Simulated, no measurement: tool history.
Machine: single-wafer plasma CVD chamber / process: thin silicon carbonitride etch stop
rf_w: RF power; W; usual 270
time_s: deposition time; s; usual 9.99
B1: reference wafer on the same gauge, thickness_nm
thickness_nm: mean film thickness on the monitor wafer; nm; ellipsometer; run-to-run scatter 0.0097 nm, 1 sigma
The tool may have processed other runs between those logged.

{"run": 1, "hour": 0.0, "rf_w": 270, "time_s": 9.99, "B1": 7.557, "thickness_nm": 6.426}
{"hour": 64.0, "done": "RF generator calibrated"}
{"run": 2, "hour": 71.3, "rf_w": 270, "time_s": 9.99, "B1": 7.558, "thickness_nm": 6.457}
{"run": 3, "hour": 124.8, "rf_w": 270, "time_s": 9.99, "B1": 7.562, "thickness_nm": 6.464}
{"run": 4, "hour": 163.6, "rf_w": 270, "time_s": 9.99, "B1": 7.56, "thickness_nm": 6.462}
{"run": 5, "hour": 269.3, "rf_w": 270, "time_s": 9.99, "B1": 7.56, "thickness_nm": 6.448}
{"run": 6, "hour": 315.4, "rf_w": 270, "time_s": 9.99, "B1": 7.556, "thickness_nm": 6.433}
{"run": 7, "hour": 411.0, "rf_w": 270, "time_s": 8.78, "B1": 7.561, "thickness_nm": 5.675}
{"run": 8, "hour": 475.1, "rf_w": 270, "time_s": 11.3, "B1": 7.561, "thickness_nm": 7.266}
{"run": 9, "hour": 546.9, "rf_w": 270, "time_s": 11.3, "B1": 7.559, "thickness_nm": 7.261}
{"run": 10, "hour": 600.6, "rf_w": 270, "time_s": 11.3, "B1": 7.563, "thickness_nm": 7.257}
{"run": 11, "hour": 690.1, "rf_w": 270, "time_s": 9.49, "B1": 7.56, "thickness_nm": 6.105}
{"run": 12, "hour": 763.4, "rf_w": 270, "time_s": 9.49, "B1": 7.557, "thickness_nm": 6.099}
{"run": 13, "hour": 855.0, "rf_w": 270, "time_s": 9.99, "B1": 7.56, "thickness_nm": 6.404}
{"run": 14, "hour": 956.2, "rf_w": 285, "time_s": 11.48, "B1": 7.56, "thickness_nm": 7.533}
{"hour": 996.7, "done": "RF generator calibrated"}
{"run": 15, "hour": 1002.0, "rf_w": 285, "time_s": 11.48, "B1": 7.558, "thickness_nm": 7.578}
{"run": 16, "hour": 1119.5, "rf_w": 285, "time_s": 11.48, "B1": 7.558, "thickness_nm": 7.534}
{"run": 17, "hour": 1176.5, "rf_w": 270, "time_s": 9.99, "B1": 7.559, "thickness_nm": 6.445}
{"run": 18, "hour": 1420.5, "rf_w": 305, "time_s": 9.99, "B1": 7.561, "thickness_nm": 6.734}
{"hour": 1485.4, "done": "thermocouple changed; heater temperature recalibrated"}
{"hour": 1499.8, "done": "gauge calibrated"}
{"run": 19, "hour": 1628.7, "rf_w": 225, "time_s": 11.49, "B1": 7.561, "thickness_nm": 6.892}
{"run": 20, "hour": 1833.3, "rf_w": 270, "time_s": 9.99, "B1": 7.558, "thickness_nm": 6.426}
{"run": 21, "hour": 1873.7, "rf_w": 270, "time_s": 9.99, "B1": 7.56, "thickness_nm": 6.421}
{"hour": 1904.9, "done": "RF generator calibrated"}
{"hour": 1912.4, "done": "showerhead replaced"}
{"run": 22, "hour": 1970.5, "rf_w": 270, "time_s": 9.99, "B1": 7.557, "thickness_nm": 6.459}
{"run": 23, "hour": 2068.9, "rf_w": 320, "time_s": 9.99, "B1": 7.56, "thickness_nm": 6.847}
{"run": 24, "hour": 2128.8, "rf_w": 250, "time_s": 8.88, "B1": 7.559, "thickness_nm": 5.558}
{"run": 25, "hour": 2196.8, "rf_w": 245, "time_s": 8.54, "B1": 7.562, "thickness_nm": 5.299}
{"run": 26, "hour": 2332.5, "rf_w": 310, "time_s": 8.26, "B1": 7.562, "thickness_nm": 5.599}
{"run": 27, "hour": 2401.1, "rf_w": 270, "time_s": 9.99, "B1": 7.564, "thickness_nm": 6.434}
{"run": 28, "hour": 2462.4, "rf_w": 325, "time_s": 10.58, "B1": 7.564, "thickness_nm": 7.28}
{"run": 29, "hour": 2541.5, "rf_w": 310, "time_s": 8.26, "B1": 7.557, "thickness_nm": 5.596}
{"run": 30, "hour": 2648.0, "rf_w": 245, "time_s": 10.55, "B1": 7.56, "thickness_nm": 6.545}
{"run": 31, "hour": 2725.7, "rf_w": 325, "time_s": 10.58, "B1": 7.559, "thickness_nm": 7.272}
{"hour": 2737.3, "done": "RF generator calibrated"}
{"run": 32, "hour": 2813.2, "rf_w": 245, "time_s": 10.55, "B1": 7.559, "thickness_nm": 6.562}
{"run": 33, "hour": 2898.2, "rf_w": 270, "time_s": 11.04, "B1": 7.56, "thickness_nm": 7.127}
{"run": 34, "hour": 3005.6, "rf_w": 235, "time_s": 9.99, "B1": 7.56, "thickness_nm": 6.098}

The same runs without the tool's hidden state, with the same run-to-run variation:
Unlogged tool condition in this case: wafer temperature above the value expected at the setpoint (K); delivered RF power above the setpoint (%); gauge reads high (%).
run=1 thickness_nm=6.464
run=2 thickness_nm=6.46
run=3 thickness_nm=6.474
run=4 thickness_nm=6.476
run=5 thickness_nm=6.471
run=6 thickness_nm=6.459
run=7 thickness_nm=5.702
run=8 thickness_nm=7.304
run=9 thickness_nm=7.301
run=10 thickness_nm=7.299
run=11 thickness_nm=6.142
run=12 thickness_nm=6.137
run=13 thickness_nm=6.445
run=14 thickness_nm=7.582
run=15 thickness_nm=7.589
run=16 thickness_nm=7.561
run=17 thickness_nm=6.473
run=18 thickness_nm=6.777
run=19 thickness_nm=6.941
run=20 thickness_nm=6.475
run=21 thickness_nm=6.47
run=22 thickness_nm=6.472
run=23 thickness_nm=6.871
run=24 thickness_nm=5.581
run=25 thickness_nm=5.325
run=26 thickness_nm=5.631
run=27 thickness_nm=6.472
run=28 thickness_nm=7.325
run=29 thickness_nm=5.633
run=30 thickness_nm=6.589
run=31 thickness_nm=7.322
run=32 thickness_nm=6.572
run=33 thickness_nm=7.147
run=34 thickness_nm=6.122
